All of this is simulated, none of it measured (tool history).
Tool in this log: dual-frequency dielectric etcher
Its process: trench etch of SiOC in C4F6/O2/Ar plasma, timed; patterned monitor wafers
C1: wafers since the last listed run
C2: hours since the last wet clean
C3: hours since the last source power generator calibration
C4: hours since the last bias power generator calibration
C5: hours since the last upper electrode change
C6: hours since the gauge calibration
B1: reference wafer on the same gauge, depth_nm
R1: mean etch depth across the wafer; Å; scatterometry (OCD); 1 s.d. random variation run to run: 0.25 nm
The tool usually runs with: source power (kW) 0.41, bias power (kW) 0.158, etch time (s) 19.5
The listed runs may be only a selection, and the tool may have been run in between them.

{"run": 1, "hour": 0.0, "source power (kW)": 0.41, "bias power (kW)": 0.167, "etch time (s)": 17, "C1": 0, "C2": 156.5, "C3": 2899.7, "C4": 4341.4, "C5": 6302.3, "C6": 891.4, "B1": 37.77, "R1": 338.1}
{"run": 2, "hour": 19.8, "source power (kW)": 0.41, "bias power (kW)": 0.158, "etch time (s)": 15.5, "C1": 319, "C2": 176.3, "C3": 2919.5, "C4": 4361.2, "C5": 6322.1, "C6": 911.2, "B1": 37.76, "R1": 304.8}
{"hour": 52.6, "done": "upper electrode replaced"}
{"run": 3, "hour": 53.1, "source power (kW)": 0.41, "bias power (kW)": 0.158, "etch time (s)": 15.5, "C1": 150, "C2": 209.6, "C3": 2952.8, "C4": 4394.5, "C5": 0.5, "C6": 944.5, "B1": 37.56, "R1": 305.5}
{"run": 4, "hour": 55.2, "source power (kW)": 0.41, "bias power (kW)": 0.158, "etch time (s)": 19.5, "C1": 33, "C2": 211.7, "C3": 2954.9, "C4": 4396.6, "C5": 2.6, "C6": 946.6, "B1": 37.61, "R1": 384.3}
{"run": 5, "hour": 83.5, "source power (kW)": 0.41, "bias power (kW)": 0.158, "etch time (s)": 19.5, "C1": 457, "C2": 240, "C3": 2983.2, "C4": 4424.9, "C5": 30.9, "C6": 974.9, "B1": 37.53, "R1": 387}
{"run": 6, "hour": 103.0, "source power (kW)": 0.41, "bias power (kW)": 0.158, "etch time (s)": 19.5, "C1": 315, "C2": 259.5, "C3": 3002.7, "C4": 4444.4, "C5": 50.4, "C6": 994.4, "B1": 37.61, "R1": 386.6}
{"run": 7, "hour": 127.3, "source power (kW)": 0.41, "bias power (kW)": 0.158, "etch time (s)": 24, "C1": 392, "C2": 283.8, "C3": 3027, "C4": 4468.7, "C5": 74.7, "C6": 1018.7, "B1": 37.61, "R1": 475.9}
{"run": 8, "hour": 141.1, "source power (kW)": 0.41, "bias power (kW)": 0.158, "etch time (s)": 24, "C1": 222, "C2": 297.6, "C3": 3040.8, "C4": 4482.5, "C5": 88.5, "C6": 1032.5, "B1": 37.75, "R1": 475.9}
{"run": 9, "hour": 154.5, "source power (kW)": 0.41, "bias power (kW)": 0.158, "etch time (s)": 19.5, "C1": 216, "C2": 311, "C3": 3054.2, "C4": 4495.9, "C5": 101.9, "C6": 1045.9, "B1": 37.6, "R1": 385.4}
{"run": 10, "hour": 180.5, "source power (kW)": 0.41, "bias power (kW)": 0.158, "etch time (s)": 19.5, "C1": 420, "C2": 337, "C3": 3080.2, "C4": 4521.9, "C5": 127.9, "C6": 1071.9, "B1": 37.52, "R1": 384.3}
{"hour": 201.7, "done": "source power generator calibrated"}
{"run": 11, "hour": 207.6, "source power (kW)": 0.5, "bias power (kW)": 0.181, "etch time (s)": 23, "C1": 373, "C2": 364.1, "C3": 5.9, "C4": 4549, "C5": 155, "C6": 1099, "B1": 37.51, "R1": 523.7}
{"run": 12, "hour": 231.4, "source power (kW)": 0.41, "bias power (kW)": 0.158, "etch time (s)": 19.5, "C1": 384, "C2": 387.9, "C3": 29.7, "C4": 4572.8, "C5": 178.8, "C6": 1122.8, "B1": 37.58, "R1": 386}
{"run": 13, "hour": 243.7, "source power (kW)": 0.41, "bias power (kW)": 0.134, "etch time (s)": 19.5, "C1": 198, "C2": 400.2, "C3": 42, "C4": 4585.1, "C5": 191.1, "C6": 1135.1, "B1": 37.46, "R1": 370.3}
{"run": 14, "hour": 270.9, "source power (kW)": 0.41, "bias power (kW)": 0.158, "etch time (s)": 19.5, "C1": 439, "C2": 427.4, "C3": 69.2, "C4": 4612.3, "C5": 218.3, "C6": 1162.3, "B1": 37.6, "R1": 384.4}
{"run": 15, "hour": 291.7, "source power (kW)": 0.41, "bias power (kW)": 0.158, "etch time (s)": 25, "C1": 336, "C2": 448.2, "C3": 90, "C4": 4633.1, "C5": 239.1, "C6": 1183.1, "B1": 37.52, "R1": 493.4}
{"run": 16, "hour": 318.2, "source power (kW)": 0.33, "bias power (kW)": 0.158, "etch time (s)": 19.5, "C1": 428, "C2": 474.7, "C3": 116.5, "C4": 4659.6, "C5": 265.6, "C6": 1209.6, "B1": 37.5, "R1": 329.3}
{"hour": 320.6, "done": "gauge calibrated"}
{"hour": 365.6, "done": "bias power generator calibrated"}
{"hour": 376.7, "done": "wet clean of the chamber"}
{"run": 17, "hour": 377.2, "source power (kW)": 0.48, "bias power (kW)": 0.179, "etch time (s)": 23, "C1": 710, "C2": 0.5, "C3": 175.5, "C4": 11.6, "C5": 324.6, "C6": 56.6, "B1": 38.83, "R1": 527.3}
{"run": 18, "hour": 451.9, "source power (kW)": 0.49, "bias power (kW)": 0.158, "etch time (s)": 19.5, "C1": 1207, "C2": 75.2, "C3": 250.2, "C4": 86.3, "C5": 399.3, "C6": 131.3, "B1": 38.54, "R1": 441.5}
{"run": 19, "hour": 482.9, "source power (kW)": 0.38, "bias power (kW)": 0.127, "etch time (s)": 22.5, "C1": 500, "C2": 106.2, "C3": 281.2, "C4": 117.3, "C5": 430.3, "C6": 162.3, "B1": 38.36, "R1": 415.5}
{"run": 20, "hour": 510.8, "source power (kW)": 0.41, "bias power (kW)": 0.158, "etch time (s)": 19.5, "C1": 450, "C2": 134.1, "C3": 309.1, "C4": 145.2, "C5": 458.2, "C6": 190.2, "B1": 38.33, "R1": 389.8}
{"run": 21, "hour": 526.0, "source power (kW)": 0.41, "bias power (kW)": 0.158, "etch time (s)": 19.5, "C1": 245, "C2": 149.3, "C3": 324.3, "C4": 160.4, "C5": 473.4, "C6": 205.4, "B1": 38.23, "R1": 388.9}
{"run": 22, "hour": 539.8, "source power (kW)": 0.41, "bias power (kW)": 0.158, "etch time (s)": 23, "C1": 222, "C2": 163.1, "C3": 338.1, "C4": 174.2, "C5": 487.2, "C6": 219.2, "B1": 38.14, "R1": 460.8}
{"run": 23, "hour": 553.3, "source power (kW)": 0.41, "bias power (kW)": 0.174, "etch time (s)": 14.5, "C1": 218, "C2": 176.6, "C3": 351.6, "C4": 187.7, "C5": 500.7, "C6": 232.7, "B1": 38.28, "R1": 297.4}
{"run": 24, "hour": 574.6, "source power (kW)": 0.41, "bias power (kW)": 0.187, "etch time (s)": 19.5, "C1": 344, "C2": 197.9, "C3": 372.9, "C4": 209, "C5": 522, "C6": 254, "B1": 38.2, "R1": 401.8}
{"run": 25, "hour": 593.8, "source power (kW)": 0.51, "bias power (kW)": 0.196, "etch time (s)": 17.5, "C1": 310, "C2": 217.1, "C3": 392.1, "C4": 228.2, "C5": 541.2, "C6": 273.2, "B1": 38.02, "R1": 411.5}
{"run": 26, "hour": 621.7, "source power (kW)": 0.37, "bias power (kW)": 0.128, "etch time (s)": 14.5, "C1": 450, "C2": 245, "C3": 420, "C4": 256.1, "C5": 569.1, "C6": 301.1, "B1": 38.17, "R1": 258.7}
{"run": 27, "hour": 648.4, "source power (kW)": 0.41, "bias power (kW)": 0.158, "etch time (s)": 19.5, "C1": 431, "C2": 271.7, "C3": 446.7, "C4": 282.8, "C5": 595.8, "C6": 327.8, "B1": 37.99, "R1": 389.3}
{"run": 28, "hour": 665.6, "source power (kW)": 0.46, "bias power (kW)": 0.148, "etch time (s)": 17, "C1": 277, "C2": 288.9, "C3": 463.9, "C4": 300, "C5": 613, "C6": 345, "B1": 37.9, "R1": 358.7}
{"run": 29, "hour": 696.5, "source power (kW)": 0.41, "bias power (kW)": 0.158, "etch time (s)": 25, "C1": 499, "C2": 319.8, "C3": 494.8, "C4": 330.9, "C5": 643.9, "C6": 375.9, "B1": 37.88, "R1": 489.1}

Below are 5 alternative next runs, each starting from the tool's condition after run 29. Predict each:
{"run": "A", "hour": 696.9, "source power (kW)": 0.41, "bias power (kW)": 0.135, "etch time (s)": 19.5, "C1": 6, "C2": 320.2, "C3": 495.2, "C4": 331.3, "C5": 644.3, "C6": 376.3, "B1": "?", "R1": "?"}
{"run": "B", "hour": 696.9, "source power (kW)": 0.33, "bias power (kW)": 0.118, "etch time (s)": 24, "C1": 6, "C2": 320.2, "C3": 495.2, "C4": 331.3, "C5": 644.3, "C6": 376.3, "B1": "?", "R1": "?"}
{"run": "C", "hour": 696.9, "source power (kW)": 0.51, "bias power (kW)": 0.142, "etch time (s)": 25, "C1": 6, "C2": 320.2, "C3": 495.2, "C4": 331.3, "C5": 644.3, "C6": 376.3, "B1": "?", "R1": "?"}
{"run": "D", "hour": 696.9, "source power (kW)": 0.44, "bias power (kW)": 0.189, "etch time (s)": 19.5, "C1": 6, "C2": 320.2, "C3": 495.2, "C4": 331.3, "C5": 644.3, "C6": 376.3, "B1": "?", "R1": "?"}
{"run": "E", "hour": 696.9, "source power (kW)": 0.38, "bias power (kW)": 0.179, "etch time (s)": 15.5, "C1": 6, "C2": 320.2, "C3": 495.2, "C4": 331.3, "C5": 644.3, "C6": 376.3, "B1": "?", "R1": "?"}

run=A B1=37.88 R1=373
run=B B1=37.88 R1=386.6
run=C B1=37.88 R1=550
run=D B1=37.88 R1=416.6
run=E B1=37.88 R1=298.6
With no hidden state in the tool, these same runs would have given:
run=A R1=384.7
run=B R1=398.7
run=C R1=567.2
run=D R1=429.7
run=E R1=308
